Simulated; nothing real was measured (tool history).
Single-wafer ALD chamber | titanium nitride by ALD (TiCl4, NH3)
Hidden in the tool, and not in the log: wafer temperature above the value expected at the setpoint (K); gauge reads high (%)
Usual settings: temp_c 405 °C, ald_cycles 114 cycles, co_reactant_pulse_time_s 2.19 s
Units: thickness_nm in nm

run    hour  temp_c  ald_cycles  co_reactant_pulse_time_s  wafers since the last listed run  hours since the last thermocouple change  hours since the showerhead was replaced  hours since the gauge calibration  read-back reference wafer on the same gauge, thickness_nm  thickness_nm
  1     0.0     405         114                      2.19                                 0                                     594.3                                   1354.4                             1316.0                                                      2.620         2.413
  2    74.8     405         114                      2.19                               110                                     669.1                                   1429.2                             1390.8                                                      2.619         2.408
  3   175.1     405         114                      2.19                               148                                     769.4                                   1529.5                             1491.1                                                      2.619         2.413
  4   219.8     405         114                      2.19                                66                                     814.1                                   1574.2                             1535.8                                                      2.621         2.414
  5   301.2     405         114                      1.67                               120                                     895.5                                   1655.6                             1617.2                                                      2.619         2.379
  6   368.9     405         114                      2.19                                99                                     963.2                                   1723.3                             1684.9                                                      2.619         2.417
  7   472.5     405         114                      2.19                               153                                    1066.8                                   1826.9                             1788.5                                                      2.621         2.412
  8   630.7     405         114                      2.19                               233                                    1225.0                                   1985.1                             1946.7                                                      2.621         2.409
  9   694.6     405         114                      2.19                                94                                    1288.9                                   2049.0                             2010.6                                                      2.621         2.427
 10   795.3     405         114                      2.19                               148                                    1389.6                                   2149.7                             2111.3                                                      2.620         2.416
 11   883.3     405         114                      2.19                               129                                    1477.6                                   2237.7                             2199.3                                                      2.621         2.401
 12  1113.6     405         114                      2.19                               340                                    1707.9                                   2468.0                             2429.6                                                      2.621         2.406
     1142.7  -- thermocouple changed; heater temperature recalibrated
 13  1158.0     405         108                      2.19                                53                                      15.3                                   2512.4                             2474.0                                                      2.621         2.292
 14  1259.1     405         108                      2.19                               149                                     116.4                                   2613.5                             2575.1                                                      2.619         2.285
 15  1339.5     405         108                      2.19                               118                                     196.8                                   2693.9                             2655.5                                                      2.619         2.279
 16  1417.1     405         114                      2.19                               114                                     274.4                                   2771.5                             2733.1                                                      2.620         2.399
     1465.9  -- gauge calibrated
 17  1474.3     405         114                      2.19                                84                                     331.6                                   2828.7                                8.4                                                      2.619         2.407
 18  1524.6     392         130                      1.48                                74                                     381.9                                   2879.0                               58.7                                                      2.619         2.647
 19  1576.3     405         114                      2.19                                76                                     433.6                                   2930.7                              110.4                                                      2.620         2.415
 20  1674.9     395         123                      2.19                               145                                     532.2                                   3029.3                              209.0                                                      2.620         2.592
 21  1780.1     413         128                      2.73                               155                                     637.4                                   3134.5                              314.2                                                      2.620         2.734
 22  1873.3     405         114                      2.19                               137                                     730.6                                   3227.7                              407.4                                                      2.620         2.406
 23  1923.3     410          96                      2.78                                73                                     780.6                                   3277.7                              457.4                                                      2.621         2.046
 24  2009.4     405         114                      2.19                               127                                     866.7                                   3363.8                              543.5                                                      2.619         2.405
 25  2084.0     400         114                      1.75                               110                                     941.3                                   3438.4                              618.1                                                      2.620         2.381
 26  2172.8     411         114                      2.19                               131                                    1030.1                                   3527.2                              706.9                                                      2.620         2.411
 27  2262.2     393         103                      1.74                               132                                    1119.5                                   3616.6                              796.3                                                      2.620         2.126
     2313.4  -- showerhead replaced
 28  2339.1     405         114                      2.19                               101                                    1196.4                                     25.7                              873.2                                                      2.619         2.416
 29  2381.4     419         114                      3.05                                62                                    1238.7                                     68.0                              915.5                                                      2.620         2.451
 30  2423.1     395         114                      2.19                                61                                    1280.4                                    109.7                              957.2                                                      2.621         2.390
 31  2510.7     401          99                      2.19                               129                                    1368.0                                    197.3                             1044.8                                                      2.618         2.090
 32  2569.7     415         114                      2.54                                87                                    1427.0                                    256.3                             1103.8                                                      2.620         2.435
 33  2658.8     405         114                      2.84                               131                                    1516.1                                    345.4                             1192.9                                                      2.619         2.431
     2729.5  -- thermocouple changed; heater temperature recalibrated
 34  2739.7     420         114                      2.63                               107                                      10.2                                    426.3                             1273.8                                                      2.621         2.428
 35  2810.8     391         130                      2.19                               105                                      81.3                                    497.4                             1344.9                                                      2.620         2.717
 36  2867.7     393         114                      2.84                                84                                     138.2                                    554.3                             1401.8                                                      2.620         2.432
 37  2957.8     405         114                      2.19                               133                                     228.3                                    644.4                             1491.9                                                      2.621         2.427
 38  3061.8     410         114                      2.19                               153                                     332.3                                    748.4                             1595.9                                                      2.621         2.420
 39  3163.9     418         114                      2.19                               150                                     434.4                                    850.5                             1698.0                                                      2.621         2.428

Hidden state at the last listed run before each entry between runs and at the first one after, where it differs:
Between runs 12 and 13: thermocouple changed; heater temperature recalibrated (hour 1142.7)
  no hidden state differs between the two runs
Between runs 16 and 17: gauge calibrated (hour 1465.9)
  no hidden state differs between the two runs
Between runs 27 and 28: showerhead replaced (hour 2313.4)
  no hidden state differs between the two runs
Between runs 33 and 34: thermocouple changed; heater temperature recalibrated (hour 2729.5)
  no hidden state differs between the two runs

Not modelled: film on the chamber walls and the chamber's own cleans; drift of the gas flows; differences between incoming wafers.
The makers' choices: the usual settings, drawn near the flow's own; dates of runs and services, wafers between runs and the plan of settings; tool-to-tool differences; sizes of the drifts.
